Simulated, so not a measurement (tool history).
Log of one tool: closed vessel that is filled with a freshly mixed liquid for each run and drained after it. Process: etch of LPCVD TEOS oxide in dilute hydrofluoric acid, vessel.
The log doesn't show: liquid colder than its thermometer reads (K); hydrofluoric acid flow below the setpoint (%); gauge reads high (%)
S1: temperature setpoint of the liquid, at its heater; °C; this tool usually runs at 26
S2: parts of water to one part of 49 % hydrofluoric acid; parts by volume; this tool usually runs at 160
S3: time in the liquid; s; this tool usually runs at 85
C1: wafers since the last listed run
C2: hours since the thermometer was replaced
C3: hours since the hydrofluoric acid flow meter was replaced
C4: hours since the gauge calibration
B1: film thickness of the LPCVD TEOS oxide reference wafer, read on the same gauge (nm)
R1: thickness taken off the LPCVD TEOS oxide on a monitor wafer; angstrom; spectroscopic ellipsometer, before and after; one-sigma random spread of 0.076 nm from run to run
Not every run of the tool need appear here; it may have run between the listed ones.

{"run": 1, "hour": 0.0, "S1": 26, "S2": 160, "S3": 85, "C1": 0, "C2": 1584, "C3": 1673.8, "C4": 59.5, "B1": 130, "R1": 181.1}
{"run": 2, "hour": 10.5, "S1": 26, "S2": 160, "S3": 85, "C1": 717, "C2": 1594.5, "C3": 1684.3, "C4": 70, "B1": 129.98, "R1": 182.3}
{"run": 3, "hour": 60.6, "S1": 26, "S2": 160, "S3": 85, "C1": 3422, "C2": 1644.6, "C3": 1734.4, "C4": 120.1, "B1": 130, "R1": 180.3}
{"run": 4, "hour": 73.4, "S1": 26, "S2": 160, "S3": 105, "C1": 874, "C2": 1657.4, "C3": 1747.2, "C4": 132.9, "B1": 130.04, "R1": 220.9}
{"run": 5, "hour": 88.7, "S1": 26, "S2": 110, "S3": 85, "C1": 1045, "C2": 1672.7, "C3": 1762.5, "C4": 148.2, "B1": 129.98, "R1": 278.4}
{"run": 6, "hour": 98.3, "S1": 26, "S2": 110, "S3": 85, "C1": 655, "C2": 1682.3, "C3": 1772.1, "C4": 157.8, "B1": 129.99, "R1": 278.6}
{"run": 7, "hour": 113.7, "S1": 26, "S2": 160, "S3": 85, "C1": 1052, "C2": 1697.7, "C3": 1787.5, "C4": 173.2, "B1": 129.98, "R1": 178.6}
{"run": 8, "hour": 127.9, "S1": 26, "S2": 160, "S3": 85, "C1": 970, "C2": 1711.9, "C3": 1801.7, "C4": 187.4, "B1": 130, "R1": 178.9}
{"run": 9, "hour": 140.3, "S1": 26, "S2": 160, "S3": 85, "C1": 847, "C2": 1724.3, "C3": 1814.1, "C4": 199.8, "B1": 129.98, "R1": 177.5}
{"run": 10, "hour": 158.1, "S1": 26, "S2": 160, "S3": 85, "C1": 1216, "C2": 1742.1, "C3": 1831.9, "C4": 217.6, "B1": 130.02, "R1": 177.4}
{"run": 11, "hour": 164.4, "S1": 26, "S2": 160, "S3": 85, "C1": 430, "C2": 1748.4, "C3": 1838.2, "C4": 223.9, "B1": 130.02, "R1": 177.4}
{"run": 12, "hour": 170.6, "S1": 26, "S2": 160, "S3": 85, "C1": 423, "C2": 1754.6, "C3": 1844.4, "C4": 230.1, "B1": 130, "R1": 176.9}
{"run": 13, "hour": 178.5, "S1": 26, "S2": 160, "S3": 85, "C1": 539, "C2": 1762.5, "C3": 1852.3, "C4": 238, "B1": 129.99, "R1": 176.8}
{"run": 14, "hour": 187.1, "S1": 28, "S2": 205, "S3": 100, "C1": 587, "C2": 1771.1, "C3": 1860.9, "C4": 246.6, "B1": 129.98, "R1": 166.6}
{"hour": 200.6, "done": "hydrofluoric acid flow meter replaced"}
{"hour": 232.0, "done": "thermometer replaced"}
{"run": 15, "hour": 234.4, "S1": 22, "S2": 120, "S3": 120, "C1": 3094, "C2": 2.4, "C3": 33.8, "C4": 293.9, "B1": 130.01, "R1": 381.9}
{"run": 16, "hour": 245.9, "S1": 26, "S2": 160, "S3": 85, "C1": 785, "C2": 13.9, "C3": 45.3, "C4": 305.4, "B1": 129.99, "R1": 224.8}
{"hour": 250.9, "done": "gauge calibrated"}
{"run": 17, "hour": 252.0, "S1": 26, "S2": 160, "S3": 105, "C1": 416, "C2": 20, "C3": 51.4, "C4": 1.1, "B1": 129.98, "R1": 277.7}
{"run": 18, "hour": 263.8, "S1": 24, "S2": 160, "S3": 85, "C1": 806, "C2": 31.8, "C3": 63.2, "C4": 12.9, "B1": 129.98, "R1": 209}
{"run": 19, "hour": 274.0, "S1": 26, "S2": 85, "S3": 115, "C1": 696, "C2": 42, "C3": 73.4, "C4": 23.1, "B1": 130.02, "R1": 627.9}
{"run": 20, "hour": 281.9, "S1": 26, "S2": 185, "S3": 85, "C1": 539, "C2": 49.9, "C3": 81.3, "C4": 31, "B1": 129.95, "R1": 189.4}
{"run": 21, "hour": 291.4, "S1": 26, "S2": 160, "S3": 85, "C1": 649, "C2": 59.4, "C3": 90.8, "C4": 40.5, "B1": 129.98, "R1": 225.6}
{"run": 22, "hour": 313.6, "S1": 26, "S2": 160, "S3": 85, "C1": 1516, "C2": 81.6, "C3": 113, "C4": 62.7, "B1": 129.98, "R1": 224.9}
{"run": 23, "hour": 326.9, "S1": 23, "S2": 160, "S3": 110, "C1": 908, "C2": 94.9, "C3": 126.3, "C4": 76, "B1": 129.98, "R1": 257.7}
{"run": 24, "hour": 343.6, "S1": 22.5, "S2": 160, "S3": 85, "C1": 1140, "C2": 111.6, "C3": 143, "C4": 92.7, "B1": 129.99, "R1": 193.9}
{"run": 25, "hour": 352.6, "S1": 21, "S2": 210, "S3": 60, "C1": 614, "C2": 120.6, "C3": 152, "C4": 101.7, "B1": 129.99, "R1": 93.9}
{"run": 26, "hour": 368.2, "S1": 22, "S2": 195, "S3": 85, "C1": 1065, "C2": 136.2, "C3": 167.6, "C4": 117.3, "B1": 129.99, "R1": 151.3}

Measured minus without-hidden-state, run by run (identical run-to-run variation in each term; gauge scatter may differ):
run=1 R1=-50.8
run=2 R1=-51.5
run=3 R1=-52.5
run=4 R1=-64.7
run=5 R1=-80.9
run=6 R1=-81.5
run=7 R1=-53.7
run=8 R1=-54.2
run=9 R1=-54.2
run=10 R1=-54.7
run=11 R1=-54.9
run=12 R1=-54.9
run=13 R1=-55.2
run=14 R1=-52.9
run=15 R1=-10.6
run=16 R1=-6.8
run=17 R1=-8.6
run=18 R1=-6.7
run=19 R1=-20.3
run=20 R1=-6.7
run=21 R1=-8.2
run=22 R1=-8.7
run=23 R1=-10.5
run=24 R1=-8.3
run=25 R1=-4.2
run=26 R1=-7.1
